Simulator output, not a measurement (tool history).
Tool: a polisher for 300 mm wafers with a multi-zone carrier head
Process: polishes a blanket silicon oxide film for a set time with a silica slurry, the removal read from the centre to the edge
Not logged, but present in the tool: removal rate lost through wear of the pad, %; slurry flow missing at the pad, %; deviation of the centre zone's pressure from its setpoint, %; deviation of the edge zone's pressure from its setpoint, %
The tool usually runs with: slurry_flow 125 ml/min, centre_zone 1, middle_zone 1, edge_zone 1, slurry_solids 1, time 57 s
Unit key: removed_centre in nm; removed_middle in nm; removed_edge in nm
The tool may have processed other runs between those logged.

run	day	slurry_flow	centre_zone	middle_zone	edge_zone	slurry_solids	time	wafers since the last listed run	wafers polished on this pad	hours since the slurry nozzle was cleaned	hours since the centre zone pressure was calibrated	hours since the edge zone pressure was calibrated	hours since the carrier head's membrane was replaced	incoming thickness of the incoming film, nm	removed_centre	removed_middle	removed_edge
1	0	110	1	1	1.07	1	57	0	823	371.2	120.6	1246.3	1897.7	1838.6	166.4	169.9	180.1
# day 0.812: worn pad replaced by a new one
2	1.446	125	1	1	1	1	57	341	169	405.9	155.3	1281	1932.4	1845	172.9	175.3	178.2
3	2.625	125	1	1	1	1	57	314	484	434.2	183.6	1309.3	1960.7	1840.4	172.1	172.6	173.9
4	4.062	125	1	1	1	1.1	53	383	868	468.7	218.1	1343.8	1995.2	1864.9	166.8	163	167.8
# day 4.304: slurry nozzle cleaned
5	4.733	125	1	1	1	1.1	53	168	1036	10.3	234.2	1359.9	2011.3	1856.9	160.3	157.9	166.5
6	5.338	125	1	1	1	1.1	53	161	1197	24.8	248.7	1374.4	2025.8	1854.3	159.2	159.2	167.2
# day 5.525: worn pad replaced by a new one
# day 5.562: edge zone pressure recalibrated
7	6.404	125	1	1	1	1	57	229	224	50.4	274.3	20.2	2051.4	1848.8	163.9	165.9	174.6
# day 7.388: slurry nozzle cleaned, repeated, since the last time left the tool worse
8	7.629	125	1	1	1	1	57	316	540	5.8	303.7	49.6	2080.8	1839.6	176.2	174.5	179.9
# day 8.275: centre zone pressure recalibrated
9	8.483	125	1	1	1	1	57	205	746	26.3	5	70.1	2101.3	1826.5	177.4	174.5	179.2
# day 9.467: carrier head's membrane replaced by a new one
# day 9.538: worn pad replaced by a new one
10	9.767	125	1	1	1	1	57	268	61	57.1	35.8	100.9	7.2	1846.3	175.5	175.1	180.5
11	11.058	115	1	1.1	0.89	1	57	344	406	88.1	66.8	131.9	38.2	1850.9	171.5	181.5	163.6

Run 12, settings as shown, results not yet in. Your forecast:
12	12.121	125	1	1	1	1	57	283	689	113.6	92.3	157.4	63.7	1856.9	?	?	?

Run 12 came out at removed_centre 175 nm, removed_middle 174.9 nm, removed_edge 180.2 nm.
Take away the tool's hidden state, keep the run-to-run variation as it was, and the same run would have given removed_centre 178.9 nm, removed_middle 178.4 nm, removed_edge 182.7 nm.
